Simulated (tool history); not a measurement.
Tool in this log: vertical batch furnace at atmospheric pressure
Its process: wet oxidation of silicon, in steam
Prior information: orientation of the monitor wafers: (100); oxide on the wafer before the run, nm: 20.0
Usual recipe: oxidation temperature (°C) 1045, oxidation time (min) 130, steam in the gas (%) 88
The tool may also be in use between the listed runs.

run,hour,oxidation temperature (°C),oxidation time (min),steam in the gas (%),"read-back reference wafer on the same gauge, thickness",oxide thickness on the monitor wafer (nm)
1,0,1045,160,88,869.94,983.25
2,52.3,1045,160,88,868.34,985.25
3,114,1045,160,88,868.87,984.67
4,201.3,1045,100,88,868.21,752.73
5,298.5,1045,130,88,869.24,877.5
6,354.8,1045,130,88,868.81,874.04
7,460.6,1045,89,88,868.7,703.63
8,544.4,1045,130,88,868.73,874.72
9,649.8,1045,130,88,869.25,873.8
10,729.2,1045,130,88,869.07,873.08
11,779.8,1045,130,88,868.56,872.94
12,843.1,1038,130,95,869.33,885.56
13,944.4,1038,130,95,868.65,884.36
14,983.7,1045,130,88,868.16,878.85
# hour 1019.8: steam generator serviced
15,1046.6,1045,130,88,868.88,889.26
16,1108,1045,179,88,869.26,1061.67
17,1163.5,1045,179,88,869.14,1068.9
18,1221.9,1045,179,88,868.91,1066.62
# hour 1244.1: gauge calibrated
# hour 1331.1: thermocouples replaced and temperature profile calibrated
19,1331.6,1045,163,80,868.83,935.01
20,1581.9,1045,74,77,869.38,574.68
21,1633.8,1038,182,95,869.24,1061.41
22,1719.8,1045,130,88,869.95,868.34
23,1852.2,1035,130,88,868.4,828.03
24,1946.2,1045,130,88,868.95,866.41
25,2048.4,1058,130,88,869.15,916.65
26,2113.6,1045,130,91,869.12,881.61
27,2210,1045,130,88,869.14,866.56
28,2280.1,1045,188.5,94,869.73,1110.48
29,2347.1,1045,130,78,868.55,808
30,2429.3,1045,173,97,869.4,1081.45
31,2533.1,1045,130,88,868.66,870.13

What will run 32 give?
32,2586.8,1038,93,96,?,?

{"run 32": {"read-back reference wafer on the same gauge, thickness": 868.88, "oxide thickness on the monitor wafer (nm)": 727.66}}
Were there no unlogged condition in the tool, this run, its random variation unchanged, would have produced oxide thickness on the monitor wafer (nm) 724.82.

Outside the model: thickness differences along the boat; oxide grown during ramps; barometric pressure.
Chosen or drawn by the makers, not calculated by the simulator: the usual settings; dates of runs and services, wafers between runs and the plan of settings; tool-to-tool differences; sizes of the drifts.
